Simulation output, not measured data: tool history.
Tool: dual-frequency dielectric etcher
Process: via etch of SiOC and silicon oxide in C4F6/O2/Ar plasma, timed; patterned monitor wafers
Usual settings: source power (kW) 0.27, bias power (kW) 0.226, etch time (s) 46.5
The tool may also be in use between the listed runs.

run	hour	source power (kW)	bias power (kW)	etch time (s)	wafers since the last listed run	hours since the last wet clean	hours since the last source power generator calibration	hours since the last bias power generator calibration	hours since the last upper electrode change	hours since the gauge calibration	read-back reference wafer on the same gauge, depth_nm	mean etch depth across the wafer (Å)
1	0	0.27	0.226	46.5	0	239.5	3379	2927	3534	114.7	42.82	453.5
2	6.4	0.27	0.226	46.5	86	245.9	3385.4	2933.4	3540.4	121.1	42.76	450.2
3	16.2	0.27	0.226	46.5	132	255.7	3395.2	2943.2	3550.2	130.9	42.83	453
4	26.8	0.27	0.226	46.5	142	266.3	3405.8	2953.8	3560.8	141.5	42.8	453.4
5	34.8	0.27	0.226	46.5	107	274.3	3413.8	2961.8	3568.8	149.5	42.81	453.3
6	52	0.27	0.226	46.5	231	291.5	3431	2979	3586	166.7	42.81	451.3
7	60.9	0.27	0.226	46.5	119	300.4	3439.9	2987.9	3594.9	175.6	42.78	452.3
8	77.8	0.27	0.226	46.5	227	317.3	3456.8	3004.8	3611.8	192.5	42.82	451.5
9	91.6	0.27	0.226	46.5	186	331.1	3470.6	3018.6	3625.6	206.3	42.82	449.9
# hour 121.1: wet clean of the chamber
10	121.6	0.27	0.226	46.5	80	0.5	3500.6	3048.6	3655.6	236.3	42.82	439.9
11	122	0.27	0.226	46.5	5	0.9	3501	3049	3656	236.7	42.8	440.8
12	133.9	0.27	0.226	46.5	160	12.8	3512.9	3060.9	3667.9	248.6	42.8	439.4
13	147.1	0.27	0.226	46.5	177	26	3526.1	3074.1	3681.1	261.8	42.8	440.2
# hour 177.9: wet clean of the chamber, repeated, since the last time left the tool worse
# hour 180: source power generator calibrated
14	180.5	0.27	0.226	46.5	98	2.6	0.5	3107.5	3714.5	295.2	42.78	457.6
15	180.9	0.27	0.272	46.5	5	3	0.9	3107.9	3714.9	295.6	42.82	483.3
16	181.2	0.29	0.25	56.5	4	3.3	1.2	3108.2	3715.2	295.9	42.78	581.3
# hour 213.8: upper electrode replaced
17	214.3	0.22	0.183	46.5	122	36.4	34.3	3141.3	0.5	329	42.81	402.5
18	214.7	0.23	0.172	56.5	5	36.8	34.7	3141.7	0.9	329.4	42.8	493.1
# hour 223.5: bias power generator calibrated
19	224	0.2	0.25	46.5	71	46.1	44	0.5	10.2	338.7	42.83	427.9
20	268.4	0.27	0.226	46.5	598	90.5	88.4	44.9	54.6	383.1	42.8	457.3
# hour 270.6: gauge calibrated
21	279.6	0.27	0.226	46.5	151	101.7	99.6	56.1	65.8	9	42.82	456.5
22	287.3	0.29	0.176	54	103	109.4	107.3	63.8	73.5	16.7	42.79	504.6
23	295.5	0.27	0.226	56	110	117.6	115.5	72	81.7	24.9	42.8	546
24	302	0.23	0.244	50	87	124.1	122	78.5	88.2	31.4	42.81	477.2
25	317.4	0.27	0.226	46.5	207	139.5	137.4	93.9	103.6	46.8	42.8	455.6
26	335.1	0.25	0.207	50.5	238	157.2	155.1	111.6	121.3	64.5	42.83	467.3
27	365.4	0.27	0.226	46.5	408	187.5	185.4	141.9	151.6	94.8	42.78	449.9
28	373.8	0.24	0.247	35.5	113	195.9	193.8	150.3	160	103.2	42.78	341.9
29	385.2	0.25	0.226	56.5	153	207.3	205.2	161.7	171.4	114.6	42.83	535.3

Measured less the same run without the tool's hidden state. The same run-to-run variation is in both; the gauge's scatter may not be:
The hidden state here: etch rate over this chamber's usual, %; source power that arrives over what is set, %; bias power that arrives over what is set, %; gauge reads high (%).
run	mean etch depth across the wafer (Å)
1	-6.5
2	-6.6
3	-7
4	-7.4
5	-7.6
6	-8.2
7	-8.4
8	-9
9	-9.4
10	-20.4
11	-20.4
12	-20.7
13	-21.3
14	-1.4
15	-1.5
16	-1.9
17	-2.3
18	-2.7
19	-2.6
20	-4.3
21	-4.6
22	-5.4
23	-6.2
24	-5.6
25	-5.8
26	-6.6
27	-7.4
28	-5.8
29	-9.5

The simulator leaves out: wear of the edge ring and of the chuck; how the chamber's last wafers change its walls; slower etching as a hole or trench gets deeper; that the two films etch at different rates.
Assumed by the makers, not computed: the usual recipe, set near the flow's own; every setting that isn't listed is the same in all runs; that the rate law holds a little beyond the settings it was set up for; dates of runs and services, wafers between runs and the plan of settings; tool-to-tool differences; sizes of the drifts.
